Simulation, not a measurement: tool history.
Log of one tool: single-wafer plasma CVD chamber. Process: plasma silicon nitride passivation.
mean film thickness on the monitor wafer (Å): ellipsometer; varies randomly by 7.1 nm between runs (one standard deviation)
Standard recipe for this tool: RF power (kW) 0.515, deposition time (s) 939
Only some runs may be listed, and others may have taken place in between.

run	hour	RF power (kW)	deposition time (s)	wafers since the last listed run	hours since the last RF generator calibration	hours since the showerhead was replaced	hours since the gauge calibration	read-back reference wafer on the same gauge, thickness_nm	mean film thickness on the monitor wafer (Å)
1	0	0.515	883	0	329	7070.7	990.3	1590.511	12721.86
2	69.9	0.515	939	104	398.9	7140.6	1060.2	1588.443	13508.99
3	111.5	0.515	939	62	440.5	7182.2	1101.8	1588.637	13565
4	191.7	0.515	939	119	520.7	7262.4	1182	1591.968	13611.17
5	286.9	0.515	939	142	615.9	7357.6	1277.2	1588.917	13547.64
6	323.3	0.56	939	54	652.3	7394	1313.6	1587.735	13726.85
7	427.5	0.56	939	155	756.5	7498.2	1417.8	1586.816	13891.28
8	466.7	0.535	939	58	795.7	7537.4	1457	1588.188	13679.19
9	511.5	0.515	939	66	840.5	7582.2	1501.8	1589.972	13483.55
10	612	0.515	939	149	941	7682.7	1602.3	1590.945	13553.69
11	717.2	0.515	848	156	1046.2	7787.9	1707.5	1591.213	12151.08
12	772.6	0.485	834	82	1101.6	7843.3	1762.9	1593.448	11676.25
13	903	0.485	834	194	1232	7973.7	1893.3	1591.115	11737.07
# hour 930.1: showerhead replaced
14	1074.1	0.485	834	243	1403.1	144	2064.4	1589.638	11663.56
15	1142.8	0.495	799	102	1471.8	212.7	2133.1	1590.299	11171.29
16	1199.1	0.515	939	84	1528.1	269	2189.4	1590.182	13359.54
17	1265.2	0.48	1060	98	1594.2	335.1	2255.5	1590.342	14758.72
18	1575.8	0.475	783	463	1904.8	645.7	2566.1	1589.613	10721.44
# hour 1664.3: RF generator calibrated
19	1669.8	0.515	939	128	5.5	739.7	2660.1	1587.109	13707.49
20	1706.9	0.435	1002	55	42.6	776.8	2697.2	1590.748	13821.92
# hour 1723.1: gauge calibrated
21	1800.7	0.515	939	139	136.4	870.6	77.6	1593.037	13785.51
22	1884.4	0.515	939	124	220.1	954.3	161.3	1590.463	13713.89
23	1953.1	0.415	939	102	288.8	1023	230	1590.757	12690.89
24	2027.8	0.515	939	111	363.5	1097.7	304.7	1588.244	13631.5
25	2080.8	0.565	939	79	416.5	1150.7	357.7	1588.888	14078.17
26	2181.4	0.455	939	150	517.1	1251.3	458.3	1589.834	12957.96
27	2277.2	0.515	939	142	612.9	1347.1	554.1	1590.392	13531.09
28	2379.8	0.515	1104	153	715.5	1449.7	656.7	1591.679	15784.89
29	2484.9	0.61	1040	156	820.6	1554.8	761.8	1590.186	15924.37
30	2588.3	0.555	865	154	924	1658.2	865.2	1590.702	12789.61

Forecast each of these 3 alternatives for the next run:
A	2589	0.515	939	1	924.7	1658.9	865.9	?	?
B	2589	0.585	787	1	924.7	1658.9	865.9	?	?
C	2589	0.425	820	1	924.7	1658.9	865.9	?	?

run	read-back reference wafer on the same gauge, thickness_nm	mean film thickness on the monitor wafer (Å)
A	1587.874	13510.95
B	1587.874	11798.82
C	1587.874	11081.19
With no hidden state in the tool, these same runs would have given:
run	mean film thickness on the monitor wafer (Å)
A	13701.46
B	11965.19
C	11237.44
